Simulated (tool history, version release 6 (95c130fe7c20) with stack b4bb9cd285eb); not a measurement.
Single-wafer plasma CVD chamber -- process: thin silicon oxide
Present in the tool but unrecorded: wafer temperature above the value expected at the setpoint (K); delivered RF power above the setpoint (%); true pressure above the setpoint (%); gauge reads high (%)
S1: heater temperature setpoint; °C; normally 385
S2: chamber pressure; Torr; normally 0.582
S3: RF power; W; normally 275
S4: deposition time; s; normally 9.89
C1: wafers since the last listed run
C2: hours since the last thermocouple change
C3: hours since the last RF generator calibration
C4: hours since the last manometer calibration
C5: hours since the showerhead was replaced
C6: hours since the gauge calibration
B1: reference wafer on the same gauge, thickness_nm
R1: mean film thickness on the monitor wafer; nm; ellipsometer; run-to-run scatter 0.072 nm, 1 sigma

{"run": 1, "hour": 0.0, "S1": 385, "S2": 0.675, "S3": 275, "S4": 9.89, "C1": 0, "C2": 452.9, "C3": 477.4, "C4": 2462.7, "C5": 7821.8, "C6": 408.6, "B1": 12.905, "R1": 14.578}
{"run": 2, "hour": 60.2, "S1": 385, "S2": 0.582, "S3": 275, "S4": 9.89, "C1": 1668, "C2": 513.1, "C3": 537.6, "C4": 2522.9, "C5": 7882, "C6": 468.8, "B1": 12.906, "R1": 12.978}
{"hour": 109.6, "done": "showerhead replaced"}
{"run": 3, "hour": 122.4, "S1": 385, "S2": 0.582, "S3": 275, "S4": 9.89, "C1": 1501, "C2": 575.3, "C3": 599.8, "C4": 2585.1, "C5": 12.8, "C6": 531, "B1": 12.889, "R1": 12.82}
{"run": 4, "hour": 184.1, "S1": 385, "S2": 0.582, "S3": 275, "S4": 9.89, "C1": 1709, "C2": 637, "C3": 661.5, "C4": 2646.8, "C5": 74.5, "C6": 592.7, "B1": 12.909, "R1": 12.911}
{"run": 5, "hour": 208.7, "S1": 385, "S2": 0.582, "S3": 275, "S4": 9.89, "C1": 681, "C2": 661.6, "C3": 686.1, "C4": 2671.4, "C5": 99.1, "C6": 617.3, "B1": 12.905, "R1": 12.836}
{"run": 6, "hour": 253.5, "S1": 385, "S2": 0.582, "S3": 275, "S4": 9.89, "C1": 1241, "C2": 706.4, "C3": 730.9, "C4": 2716.2, "C5": 143.9, "C6": 662.1, "B1": 12.926, "R1": 13.039}
{"run": 7, "hour": 289.4, "S1": 385, "S2": 0.582, "S3": 275, "S4": 9.89, "C1": 994, "C2": 742.3, "C3": 766.8, "C4": 2752.1, "C5": 179.8, "C6": 698, "B1": 12.894, "R1": 12.959}
{"hour": 305.4, "done": "RF generator calibrated"}
{"run": 8, "hour": 315.4, "S1": 385, "S2": 0.582, "S3": 275, "S4": 9.89, "C1": 498, "C2": 768.3, "C3": 10, "C4": 2778.1, "C5": 205.8, "C6": 724, "B1": 12.885, "R1": 12.976}
{"hour": 359.2, "done": "capacitance manometer re-zeroed and calibrated"}
{"run": 9, "hour": 359.7, "S1": 385, "S2": 0.582, "S3": 275, "S4": 9.89, "C1": 1005, "C2": 812.6, "C3": 54.3, "C4": 0.5, "C5": 250.1, "C6": 768.3, "B1": 12.879, "R1": 12.337}
{"run": 10, "hour": 417.3, "S1": 385, "S2": 0.582, "S3": 275, "S4": 8.17, "C1": 1596, "C2": 870.2, "C3": 111.9, "C4": 58.1, "C5": 307.7, "C6": 825.9, "B1": 12.908, "R1": 10.19}
{"hour": 422.7, "done": "gauge calibrated"}
{"run": 11, "hour": 471.5, "S1": 385, "S2": 0.582, "S3": 275, "S4": 8.4, "C1": 1501, "C2": 924.4, "C3": 166.1, "C4": 112.3, "C5": 361.9, "C6": 48.8, "B1": 12.888, "R1": 10.489}
{"run": 12, "hour": 528.5, "S1": 385, "S2": 0.582, "S3": 275, "S4": 9.89, "C1": 1579, "C2": 981.4, "C3": 223.1, "C4": 169.3, "C5": 418.9, "C6": 105.8, "B1": 12.927, "R1": 12.27}
{"run": 13, "hour": 558.1, "S1": 385, "S2": 0.675, "S3": 275, "S4": 9.89, "C1": 820, "C2": 1011, "C3": 252.7, "C4": 198.9, "C5": 448.5, "C6": 135.4, "B1": 12.89, "R1": 13.986}
{"hour": 573.2, "done": "thermocouple changed; heater temperature recalibrated"}
{"run": 14, "hour": 626.6, "S1": 385, "S2": 0.507, "S3": 260, "S4": 9.89, "C1": 1676, "C2": 53.4, "C3": 321.2, "C4": 267.4, "C5": 517, "C6": 203.9, "B1": 12.9, "R1": 10.589}
{"run": 15, "hour": 677.3, "S1": 385, "S2": 0.582, "S3": 255, "S4": 11.51, "C1": 1404, "C2": 104.1, "C3": 371.9, "C4": 318.1, "C5": 567.7, "C6": 254.6, "B1": 12.928, "R1": 13.881}
{"run": 16, "hour": 702.3, "S1": 385, "S2": 0.582, "S3": 275, "S4": 9.89, "C1": 692, "C2": 129.1, "C3": 396.9, "C4": 343.1, "C5": 592.7, "C6": 279.6, "B1": 12.898, "R1": 12.351}
{"run": 17, "hour": 727.6, "S1": 385, "S2": 0.582, "S3": 275, "S4": 9.89, "C1": 701, "C2": 154.4, "C3": 422.2, "C4": 368.4, "C5": 618, "C6": 304.9, "B1": 12.891, "R1": 12.304}
{"run": 18, "hour": 756.4, "S1": 385, "S2": 0.582, "S3": 225, "S4": 11.49, "C1": 798, "C2": 183.2, "C3": 451, "C4": 397.2, "C5": 646.8, "C6": 333.7, "B1": 12.897, "R1": 12.852}
{"run": 19, "hour": 786.3, "S1": 385, "S2": 0.582, "S3": 315, "S4": 9.89, "C1": 828, "C2": 213.1, "C3": 480.9, "C4": 427.1, "C5": 676.7, "C6": 363.6, "B1": 12.892, "R1": 13.227}
{"run": 20, "hour": 834.3, "S1": 391, "S2": 0.582, "S3": 245, "S4": 9.3, "C1": 1330, "C2": 261.1, "C3": 528.9, "C4": 475.1, "C5": 724.7, "C6": 411.6, "B1": 12.913, "R1": 10.89}
{"run": 21, "hour": 906.7, "S1": 385, "S2": 0.461, "S3": 275, "S4": 9.89, "C1": 2006, "C2": 333.5, "C3": 601.3, "C4": 547.5, "C5": 797.1, "C6": 484, "B1": 12.887, "R1": 10.112}
{"run": 22, "hour": 934.0, "S1": 395, "S2": 0.506, "S3": 235, "S4": 11.58, "C1": 756, "C2": 360.8, "C3": 628.6, "C4": 574.8, "C5": 824.4, "C6": 511.3, "B1": 12.881, "R1": 11.682}
{"run": 23, "hour": 968.4, "S1": 372, "S2": 0.7, "S3": 295, "S4": 8.27, "C1": 953, "C2": 395.2, "C3": 663, "C4": 609.2, "C5": 858.8, "C6": 545.7, "B1": 12.905, "R1": 12.648}
{"run": 24, "hour": 1012.5, "S1": 399, "S2": 0.582, "S3": 275, "S4": 9.89, "C1": 1222, "C2": 439.3, "C3": 707.1, "C4": 653.3, "C5": 902.9, "C6": 589.8, "B1": 12.912, "R1": 12.211}
{"run": 25, "hour": 1052.0, "S1": 392, "S2": 0.475, "S3": 230, "S4": 11.01, "C1": 1094, "C2": 478.8, "C3": 746.6, "C4": 692.8, "C5": 942.4, "C6": 629.3, "B1": 12.882, "R1": 10.382}
{"run": 26, "hour": 1106.2, "S1": 379, "S2": 0.446, "S3": 330, "S4": 11.59, "C1": 1501, "C2": 533, "C3": 800.8, "C4": 747, "C5": 996.6, "C6": 683.5, "B1": 12.913, "R1": 12.495}
{"run": 27, "hour": 1136.0, "S1": 395, "S2": 0.438, "S3": 235, "S4": 8.96, "C1": 825, "C2": 562.8, "C3": 830.6, "C4": 776.8, "C5": 1026.4, "C6": 713.3, "B1": 12.885, "R1": 8.057}
{"hour": 1158.2, "done": "RF generator calibrated"}
{"run": 28, "hour": 1162.8, "S1": 393, "S2": 0.654, "S3": 225, "S4": 9.89, "C1": 520, "C2": 589.6, "C3": 4.6, "C4": 803.6, "C5": 1053.2, "C6": 740.1, "B1": 12.908, "R1": 12.375}

Each row is a separate what-if for the run after 28, all from the same tool condition, not one after another. Results?
{"run": "A", "hour": 1163.2, "S1": 385, "S2": 0.582, "S3": 275, "S4": 9.32, "C1": 11, "C2": 590, "C3": 5, "C4": 804, "C5": 1053.6, "C6": 740.5, "B1": "?", "R1": "?"}
{"run": "B", "hour": 1163.2, "S1": 385, "S2": 0.449, "S3": 295, "S4": 10.57, "C1": 11, "C2": 590, "C3": 5, "C4": 804, "C5": 1053.6, "C6": 740.5, "B1": "?", "R1": "?"}
{"run": "C", "hour": 1163.2, "S1": 385, "S2": 0.463, "S3": 325, "S4": 9.89, "C1": 11, "C2": 590, "C3": 5, "C4": 804, "C5": 1053.6, "C6": 740.5, "B1": "?", "R1": "?"}
{"run": "D", "hour": 1163.2, "S1": 391, "S2": 0.725, "S3": 275, "S4": 9.89, "C1": 11, "C2": 590, "C3": 5, "C4": 804, "C5": 1053.6, "C6": 740.5, "B1": "?", "R1": "?"}
{"run": "E", "hour": 1163.2, "S1": 385, "S2": 0.582, "S3": 330, "S4": 9.89, "C1": 11, "C2": 590, "C3": 5, "C4": 804, "C5": 1053.6, "C6": 740.5, "B1": "?", "R1": "?"}

run=A B1=12.892 R1=11.641
run=B B1=12.892 R1=10.932
run=C B1=12.892 R1=10.971
run=D B1=12.892 R1=14.89
run=E B1=12.892 R1=13.448
What these runs would have given with no unlogged condition in the tool:
run=A R1=11.494
run=B R1=10.789
run=C R1=10.827
run=D R1=14.71
run=E R1=13.278
